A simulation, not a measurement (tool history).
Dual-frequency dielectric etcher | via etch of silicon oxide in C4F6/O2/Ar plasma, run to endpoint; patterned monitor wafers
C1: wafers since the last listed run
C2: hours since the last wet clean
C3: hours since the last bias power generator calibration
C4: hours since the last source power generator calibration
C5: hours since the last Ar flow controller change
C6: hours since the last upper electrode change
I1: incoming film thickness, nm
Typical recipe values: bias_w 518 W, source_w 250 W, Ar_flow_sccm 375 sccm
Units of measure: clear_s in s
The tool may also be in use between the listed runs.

{"run": 1, "hour": 0.0, "bias_w": 518, "source_w": 250, "Ar_flow_sccm": 375, "C1": 0, "C2": 257.5, "C3": 3491.3, "C4": 2518.2, "C5": 5342.5, "C6": 3827.3, "I1": 106.4, "clear_s": 29.2}
{"run": 2, "hour": 13.8, "bias_w": 518, "source_w": 270, "Ar_flow_sccm": 375, "C1": 204, "C2": 271.3, "C3": 3505.1, "C4": 2532.0, "C5": 5356.3, "C6": 3841.1, "I1": 106.7, "clear_s": 28.4}
{"run": 3, "hour": 28.3, "bias_w": 518, "source_w": 270, "Ar_flow_sccm": 375, "C1": 214, "C2": 285.8, "C3": 3519.6, "C4": 2546.5, "C5": 5370.8, "C6": 3855.6, "I1": 107.7, "clear_s": 28.8}
{"run": 4, "hour": 39.1, "bias_w": 518, "source_w": 250, "Ar_flow_sccm": 375, "C1": 160, "C2": 296.6, "C3": 3530.4, "C4": 2557.3, "C5": 5381.6, "C6": 3866.4, "I1": 106.9, "clear_s": 29.8}
{"run": 5, "hour": 54.0, "bias_w": 518, "source_w": 250, "Ar_flow_sccm": 375, "C1": 220, "C2": 311.5, "C3": 3545.3, "C4": 2572.2, "C5": 5396.5, "C6": 3881.3, "I1": 106.7, "clear_s": 29.3}
{"hour": 102.8, "done": "bias power generator calibrated"}
{"run": 6, "hour": 103.3, "bias_w": 518, "source_w": 250, "Ar_flow_sccm": 375, "C1": 671, "C2": 360.8, "C3": 0.5, "C4": 2621.5, "C5": 5445.8, "C6": 3930.6, "I1": 107.8, "clear_s": 29.9}
{"run": 7, "hour": 113.4, "bias_w": 598, "source_w": 250, "Ar_flow_sccm": 375, "C1": 149, "C2": 370.9, "C3": 10.6, "C4": 2631.6, "C5": 5455.9, "C6": 3940.7, "I1": 107.0, "clear_s": 27.9}
{"run": 8, "hour": 123.3, "bias_w": 598, "source_w": 250, "Ar_flow_sccm": 375, "C1": 146, "C2": 380.8, "C3": 20.5, "C4": 2641.5, "C5": 5465.8, "C6": 3950.6, "I1": 107.8, "clear_s": 28.2}
{"hour": 153.4, "done": "upper electrode replaced, of another model than before"}
{"run": 9, "hour": 153.9, "bias_w": 599, "source_w": 230, "Ar_flow_sccm": 375, "C1": 97, "C2": 411.4, "C3": 51.1, "C4": 2672.1, "C5": 5496.4, "C6": 0.5, "I1": 106.4, "clear_s": 29.1}
{"run": 10, "hour": 154.2, "bias_w": 599, "source_w": 230, "Ar_flow_sccm": 375, "C1": 4, "C2": 411.7, "C3": 51.4, "C4": 2672.4, "C5": 5496.7, "C6": 0.8, "I1": 106.4, "clear_s": 29.0}
{"hour": 163.3, "done": "Ar flow controller replaced"}
{"run": 11, "hour": 163.8, "bias_w": 598, "source_w": 250, "Ar_flow_sccm": 375, "C1": 53, "C2": 421.3, "C3": 61.0, "C4": 2682.0, "C5": 0.5, "C6": 10.4, "I1": 106.4, "clear_s": 28.2}
{"hour": 198.4, "done": "wet clean of the chamber"}
{"run": 12, "hour": 198.9, "bias_w": 474, "source_w": 210, "Ar_flow_sccm": 281, "C1": 164, "C2": 0.5, "C3": 96.1, "C4": 2717.1, "C5": 35.6, "C6": 45.5, "I1": 107.6, "clear_s": 29.5}
{"run": 13, "hour": 199.2, "bias_w": 599, "source_w": 230, "Ar_flow_sccm": 375, "C1": 4, "C2": 0.8, "C3": 96.4, "C4": 2717.4, "C5": 35.9, "C6": 45.8, "I1": 106.5, "clear_s": 28.0}
{"run": 14, "hour": 201.1, "bias_w": 634, "source_w": 270, "Ar_flow_sccm": 462, "C1": 28, "C2": 2.7, "C3": 98.3, "C4": 2719.3, "C5": 37.8, "C6": 47.7, "I1": 107.1, "clear_s": 27.7}
{"run": 15, "hour": 207.8, "bias_w": 518, "source_w": 250, "Ar_flow_sccm": 375, "C1": 99, "C2": 9.4, "C3": 105.0, "C4": 2726.0, "C5": 44.5, "C6": 54.4, "I1": 107.1, "clear_s": 28.9}
{"run": 16, "hour": 222.4, "bias_w": 587, "source_w": 230, "Ar_flow_sccm": 323, "C1": 216, "C2": 24.0, "C3": 119.6, "C4": 2740.6, "C5": 59.1, "C6": 69.0, "I1": 106.4, "clear_s": 27.8}

Run 17 comes next. What will it give?
{"run": 17, "hour": 229.0, "bias_w": 518, "source_w": 250, "Ar_flow_sccm": 312, "C1": 97, "C2": 30.6, "C3": 126.2, "C4": 2747.2, "C5": 65.7, "C6": 75.6, "I1": 107.9, "clear_s": "?"}

clear_s: 28.3 s
If the tool had no hidden condition, the same run with the same run-to-run variation would have returned clear_s 28.2 s.

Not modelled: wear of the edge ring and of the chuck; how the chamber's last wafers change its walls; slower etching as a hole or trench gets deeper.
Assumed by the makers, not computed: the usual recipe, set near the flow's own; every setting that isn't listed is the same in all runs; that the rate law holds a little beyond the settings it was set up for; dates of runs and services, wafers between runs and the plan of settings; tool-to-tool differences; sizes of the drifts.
